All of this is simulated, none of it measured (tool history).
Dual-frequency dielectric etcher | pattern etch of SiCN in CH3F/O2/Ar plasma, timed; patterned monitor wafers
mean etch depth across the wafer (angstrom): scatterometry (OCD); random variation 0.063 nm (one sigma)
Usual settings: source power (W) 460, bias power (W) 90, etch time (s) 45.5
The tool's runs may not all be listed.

run     day  source power (W)  bias power (W)  etch time (s)  read-back reference wafer on the same gauge, depth_nm  mean etch depth across the wafer (angstrom)
  1   0.000               460              90           39.0                                                  19.08                                        156.1
      1.025  -- wet clean of the chamber
  2   3.388               460              90           39.0                                                  19.13                                        155.2
  3   6.779               460              90           39.0                                                  19.09                                        155.3
  4   9.529               430              90           45.5                                                  19.11                                        174.8
  5  11.458               550              90           45.5                                                  19.07                                        196.3
  6  14.712               550              90           45.5                                                  19.14                                        196.1
  7  18.971               460              90           37.5                                                  19.07                                        148.9
     20.092  -- wet clean of the chamber
  8  22.508               460             106           45.5                                                  19.13                                        190.5
  9  24.629               460             106           45.5                                                  19.09                                        190.9
 10  28.029               460             106           45.5                                                  19.10                                        190.8
 11  30.625               460              90           45.5                                                  19.09                                        181.3
     31.604  -- gauge calibrated
 12  34.188               460              90           45.5                                                  19.07                                        181.2
     35.829  -- source power generator calibrated
 13  37.204               460              75           45.5                                                  19.10                                        174.8
 14  39.883               460              90           40.5                                                  19.09                                        164.2
     43.108  -- wet clean of the chamber
 15  43.162               460              90           45.5                                                  19.13                                        183.2
 16  46.204               460              90           45.5                                                  19.08                                        184.3
     49.496  -- bias power generator calibrated
 17  49.671               460              83           54.5                                                  19.11                                        214.5
     51.262  -- upper electrode replaced, of another model than before
 18  54.017               460             106           45.5                                                  19.10                                        188.3
 19  58.425               370              79           34.0                                                  19.09                                        115.1
 20  59.983               460             106           45.5                                                  19.11                                        187.3
     62.088  -- wet clean of the chamber
 21  64.283               390              90           45.5                                                  19.08                                        162.9
 22  67.408               460             102           45.5                                                  19.12                                        185.6
 23  70.429               540             100           54.0                                                  19.10                                        241.5
 24  74.092               510              90           39.5                                                  19.09                                        168.1
 25  78.171               460              90           45.5                                                  19.08                                        181.6

Run 26 comes next. What will it give?
 26  80.575               520              78           45.5                                                      ?                                            ?

{"run 26": {"read-back reference wafer on the same gauge, depth_nm": 19.07, "mean etch depth across the wafer (angstrom)": 190.9}}
Without the tool's hidden state the same run would have given mean etch depth across the wafer (angstrom) 194.9.

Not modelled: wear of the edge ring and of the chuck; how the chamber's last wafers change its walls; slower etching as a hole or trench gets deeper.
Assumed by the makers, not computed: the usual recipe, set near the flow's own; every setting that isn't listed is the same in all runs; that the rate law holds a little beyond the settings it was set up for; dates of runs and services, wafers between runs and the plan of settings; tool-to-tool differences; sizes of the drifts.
